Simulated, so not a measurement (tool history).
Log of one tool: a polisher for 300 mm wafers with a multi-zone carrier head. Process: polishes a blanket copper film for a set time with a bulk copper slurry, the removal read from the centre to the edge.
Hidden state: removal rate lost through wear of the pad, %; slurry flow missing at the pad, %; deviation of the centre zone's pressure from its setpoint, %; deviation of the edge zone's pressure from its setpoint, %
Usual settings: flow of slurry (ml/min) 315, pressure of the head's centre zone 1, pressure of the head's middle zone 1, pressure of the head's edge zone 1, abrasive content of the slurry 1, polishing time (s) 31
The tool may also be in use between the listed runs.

run	hour	flow of slurry (ml/min)	pressure of the head's centre zone	pressure of the head's middle zone	pressure of the head's edge zone	abrasive content of the slurry	polishing time (s)	wafers since the last listed run	wafers polished on this pad	hours since the slurry nozzle was cleaned	hours since the centre zone pressure was calibrated	hours since the edge zone pressure was calibrated	hours since the carrier head's membrane was replaced	incoming thickness of the incoming film, nm	film removed at the wafer's centre (Å)	film removed at mid-radius (Å)	film removed at the wafer's edge (Å)
1	0	315	0.96	1	1	0.85	31	0	6319	297.8	1169.1	510.3	806.8	2592.3	2176	2187	2304
2	51.3	315	1	1	1	1	31	551	6871	349.1	1220.4	561.6	858.1	2554.8	2400	2257	2381
# hour 74: worn pad replaced by a new one
3	158.9	255	1	1.04	1	0.9	26	1113	912	456.7	1328	669.2	965.7	2610.1	1982	1935	2008
# hour 223.6: carrier head's membrane replaced by a new one
# hour 266.1: centre zone pressure recalibrated
4	266.6	315	1	1	1	1	31	1082	1995	564.4	0.5	776.9	43	2630.2	2469	2384	2422
5	362.9	315	1	1	0.94	1	23	1035	3030	660.7	96.8	873.2	139.3	2626.2	1845	1754	1745
# hour 386.8: slurry nozzle cleaned
6	463.2	315	1	0.96	1	1	31	1067	4097	76.4	197.1	973.5	239.6	2582.2	2443	2345	2441
7	540.1	315	1	1	1	1.25	31	826	4924	153.3	274	1050.4	316.5	2571.1	2591	2513	2612
8	601.4	315	1	1.07	1	1	31	658	5583	214.6	335.3	1111.7	377.8	2558.3	2419	2405	2380
9	705.2	315	1	1	1	1	31	1115	6698	318.4	439.1	1215.5	481.6	2539.6	2344	2293	2438
# hour 775.8: worn pad replaced by a new one, of another model than before
10	777	315	1	1	1	0.9	34	728	13	390.2	510.9	1287.3	553.4	2541.3	2614	2495	2673
# hour 911.6: edge zone pressure recalibrated
11	923.3	265	0.91	1	0.94	1	25	1551	1564	536.5	657.2	11.7	699.7	2559.7	1818	1866	1927
12	1024.2	315	1	1	0.95	0.85	23	1084	2648	637.4	758.1	112.6	800.6	2568	1762	1664	1682
13	1119.7	390	1.07	1	0.91	1	31	1026	3675	732.9	853.6	208.1	896.1	2582.3	2637	2381	2436
# hour 1184.5: carrier head's membrane replaced by a new one
# hour 1191.6: slurry nozzle cleaned
14	1270	280	1	1	1	1	31	1551	5226	78.4	1003.9	358.4	85.5	2601	2378	2308	2422
15	1361.5	315	1	1	1	1	38	983	6209	169.9	1095.4	449.9	177	2577.1	2886	2775	2983
16	1406.8	315	1	1.05	1.11	1	31	486	6696	215.2	1140.7	495.2	222.3	2566	2375	2352	2438
17	1483.2	315	1.04	1	0.95	1	31	821	7517	291.6	1217.1	571.6	298.7	2581.7	2430	2252	2247
# hour 1491.3: worn pad replaced by a new one
18	1580.4	315	1.04	1	1	1	27	1001	958	388.8	1314.3	668.8	395.9	2565.9	2271	2084	2237
19	1754.5	315	1	1	1	1	31	1871	2829	562.9	1488.4	842.9	570	2590.7	2457	2310	2498
20	1800.7	315	1	1.05	1.04	1	24	496	3326	609.1	1534.6	889.1	616.2	2551.7	1950	1875	1962
# hour 1855.4: centre zone pressure recalibrated
# hour 1859.3: slurry nozzle cleaned
21	1951.4	315	1	1	1	1	31	1587	4913	92.1	96	1039.8	766.9	2590.7	2405	2374	2436

4 ways to go on from here, each from the tool as it stands after run 21. What would each give?
A	1951.8	315	1	1	1	1	31	4	4918	92.5	96.4	1040.2	767.3	2591.2	?	?	?
B	1951.8	315	1	0.95	0.89	1	31	4	4918	92.5	96.4	1040.2	767.3	2591.2	?	?	?
C	1951.8	350	1	1	1	1	31	4	4918	92.5	96.4	1040.2	767.3	2591.2	?	?	?
D	1951.8	315	1.1	0.92	1	1	31	4	4918	92.5	96.4	1040.2	767.3	2591.2	?	?	?

run	film removed at the wafer's centre (Å)	film removed at mid-radius (Å)	film removed at the wafer's edge (Å)
A	2430	2341	2409
B	2429	2260	2301
C	2466	2373	2434
D	2628	2210	2411
Without the tool's hidden state the same runs would have given:
run	film removed at the wafer's centre (Å)	film removed at mid-radius (Å)	film removed at the wafer's edge (Å)
A	2497	2406	2476
B	2496	2323	2365
C	2535	2439	2502
D	2701	2271	2478

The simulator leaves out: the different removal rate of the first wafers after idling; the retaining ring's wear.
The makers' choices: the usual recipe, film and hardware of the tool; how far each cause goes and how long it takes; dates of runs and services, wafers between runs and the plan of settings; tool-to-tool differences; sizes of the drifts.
